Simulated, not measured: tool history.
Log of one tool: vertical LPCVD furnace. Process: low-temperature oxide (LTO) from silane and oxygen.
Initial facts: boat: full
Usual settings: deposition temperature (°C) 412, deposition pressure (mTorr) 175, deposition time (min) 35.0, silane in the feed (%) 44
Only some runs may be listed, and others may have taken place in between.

run,hour,deposition temperature (°C),deposition pressure (mTorr),deposition time (min),silane in the feed (%),"read-back reference wafer on the same gauge, thickness",film thickness on the monitor wafer in the middle of the boat (Å)
1,0.0,412,175,35.0,44,269.09,3532.4
2,53.4,412,175,35.0,44,269.07,3528.2
3,117.4,412,175,35.0,44,268.99,3532.9
4,146.6,412,175,28.5,44,268.99,2887.4
5,187.7,412,175,28.5,44,269.01,2878.8
6,216.7,409,175,35.0,44,269.02,3444.6
7,249.5,409,175,35.0,44,268.99,3443.7
8,305.5,409,175,35.0,44,268.93,3426.2
9,361.2,412,140,35.0,44,268.99,2846.9
10,404.2,412,140,35.0,44,269.12,2842.3
11,448.4,412,140,35.0,44,269.00,2852.9
12,481.5,412,175,30.0,44,269.09,3044.6
# hour 606.7: pressure gauge zeroed
13,649.8,417,175,35.0,44,268.97,3758.5
14,685.3,412,175,35.0,44,268.97,3562.8
15,725.8,412,175,35.0,44,268.99,3570.3
16,795.2,412,175,35.0,44,268.89,3582.2
# hour 849.4: gauge calibrated
17,853.8,412,175,35.0,44,268.96,3577.4
18,909.9,412,175,35.0,44,269.05,3573.1
19,939.6,412,175,35.0,44,268.93,3577.8
# hour 1007.3: thermocouples replaced and temperature profile calibrated
# hour 1029.7: silane flow controller replaced
20,1030.2,412,175,35.0,44,269.08,3333.5
21,1057.3,412,200,35.0,44,269.13,3804.2
22,1110.0,412,175,44.5,47,269.02,4533.3
23,1181.7,408,175,35.0,44,269.08,3205.7
24,1232.2,402,175,35.0,37,269.07,2472.0
25,1274.3,412,155,31.0,44,269.00,2631.4
26,1299.8,412,175,46.0,44,268.90,4420.6
27,1352.1,412,155,40.5,50,269.04,3874.7
28,1398.2,412,220,35.0,50,268.99,4762.0
29,1429.1,412,175,35.0,44,268.97,3369.1
30,1475.6,418,155,35.0,44,268.85,3176.5

The same runs without the tool's hidden state, with the same run-to-run variation:
Hidden state at play: true tube temperature minus thermocouple reading, K; true pressure minus gauge reading, mTorr; deviation of the silane flow from its setpoint, %; gauge reads high (%).
run,film thickness on the monitor wafer in the middle of the boat (Å)
1,3316.0
2,3309.0
3,3309.8
4,2703.8
5,2693.8
6,3219.2
7,3216.5
8,3197.2
9,2656.2
10,2650.0
11,2657.9
12,2834.9
13,3494.8
14,3306.2
15,3310.9
16,3318.1
17,3310.4
18,3303.3
19,3306.0
20,3313.2
21,3777.8
22,4492.0
23,3171.1
24,2443.6
25,2596.7
26,4359.4
27,3812.9
28,4680.8
29,3311.5
30,3119.9

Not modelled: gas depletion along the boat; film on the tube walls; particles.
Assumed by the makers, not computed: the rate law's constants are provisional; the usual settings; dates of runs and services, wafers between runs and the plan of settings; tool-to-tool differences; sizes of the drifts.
